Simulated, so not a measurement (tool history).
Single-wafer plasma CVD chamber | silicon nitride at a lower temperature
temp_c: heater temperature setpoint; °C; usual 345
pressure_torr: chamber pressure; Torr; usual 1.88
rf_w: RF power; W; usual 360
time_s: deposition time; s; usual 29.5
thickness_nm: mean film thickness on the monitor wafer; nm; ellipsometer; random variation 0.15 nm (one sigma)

| run | hour | temp_c | pressure_torr | rf_w | time_s | read-back reference wafer on the same gauge, thickness_nm | thickness_nm |
|---|---|---|---|---|---|---|---|
| 1 | 0 | 345 | 1.56 | 360 | 29.5 | 44.102 | 37.189 |
| 2 | 24.9 | 345 | 1.56 | 360 | 29.5 | 44.085 | 37.046 |
| 3 | 66.9 | 345 | 1.88 | 360 | 29.5 | 44.097 | 39.673 |
| 4 | 130.1 | 345 | 1.88 | 360 | 29.5 | 44.056 | 39.599 |
| 5 | 175.6 | 345 | 2.03 | 360 | 29.5 | 44.094 | 40.743 |
| 6 | 205.1 | 345 | 2.03 | 360 | 29.5 | 44.049 | 40.486 |
|  | 351.5 | gauge calibrated |
| 7 | 365.3 | 345 | 2.03 | 360 | 29.5 | 44.09 | 40.478 |
|  | 388 | thermocouple changed; heater temperature recalibrated |
| 8 | 406.3 | 345 | 1.88 | 360 | 29.5 | 44.16 | 39.296 |
| 9 | 456.4 | 345 | 1.88 | 360 | 29.5 | 44.084 | 39.444 |
| 10 | 500.8 | 345 | 1.88 | 360 | 29.5 | 44.171 | 39.588 |
| 11 | 548.9 | 345 | 1.77 | 340 | 29.5 | 44.084 | 37.386 |
|  | 599.8 | showerhead replaced, of another model than before |
| 12 | 619.3 | 345 | 1.88 | 390 | 29.5 | 44.19 | 41.841 |
| 13 | 643.4 | 341 | 1.73 | 300 | 29.5 | 44 | 30.897 |
| 14 | 697 | 345 | 2.01 | 360 | 26.4 | 44.11 | 35.933 |
|  | 709.5 | capacitance manometer re-zeroed and calibrated |
| 15 | 736.5 | 345 | 2.03 | 360 | 29.5 | 44.092 | 41.412 |
| 16 | 801.6 | 341 | 1.73 | 300 | 29.5 | 44.156 | 31.832 |
|  | 820.6 | RF generator calibrated |
| 17 | 857.7 | 345 | 1.56 | 305 | 25.7 | 44.104 | 26.521 |
| 18 | 902.2 | 345 | 1.88 | 360 | 29.5 | 44.142 | 39.978 |
| 19 | 955.7 | 357 | 1.65 | 360 | 29.5 | 44.061 | 37.292 |
| 20 | 1004.2 | 331 | 1.43 | 300 | 33.3 | 44.117 | 32.08 |
| 21 | 1035.9 | 355 | 1.69 | 290 | 29.5 | 44.12 | 30.05 |
| 22 | 1060.8 | 345 | 1.88 | 360 | 29.5 | 44.107 | 40.152 |
| 23 | 1114 | 345 | 2.04 | 360 | 31.3 | 44.173 | 43.749 |
| 24 | 1167.7 | 341 | 2.2 | 360 | 29.5 | 43.99 | 42.678 |
| 25 | 1214.8 | 345 | 1.66 | 360 | 31.2 | 44.126 | 39.701 |
| 26 | 1283.9 | 345 | 1.88 | 395 | 29.5 | 44.139 | 43.291 |
| 27 | 1319.1 | 345 | 1.88 | 360 | 29.5 | 44.045 | 39.596 |

Forecast each of these 5 alternatives for the next run:
| A | 1319.5 | 345 | 1.88 | 360 | 29.5 | ? | ? |
| B | 1319.5 | 345 | 1.51 | 295 | 29.5 | ? | ? |
| C | 1319.5 | 345 | 1.88 | 410 | 29.5 | ? | ? |
| D | 1319.5 | 345 | 1.88 | 360 | 32.5 | ? | ? |
| E | 1319.5 | 345 | 2.21 | 360 | 29.5 | ? | ? |

| run | read-back reference wafer on the same gauge, thickness_nm | thickness_nm |
|---|---|---|
| A | 44.085 | 39.373 |
| B | 44.085 | 28.32 |
| C | 44.085 | 44.289 |
| D | 44.085 | 43.368 |
| E | 44.085 | 42.152 |
Without the tool's hidden state the same runs would have given:
| run | thickness_nm |
|---|---|
| A | 39.966 |
| B | 28.777 |
| C | 44.956 |
| D | 44.02 |
| E | 42.723 |

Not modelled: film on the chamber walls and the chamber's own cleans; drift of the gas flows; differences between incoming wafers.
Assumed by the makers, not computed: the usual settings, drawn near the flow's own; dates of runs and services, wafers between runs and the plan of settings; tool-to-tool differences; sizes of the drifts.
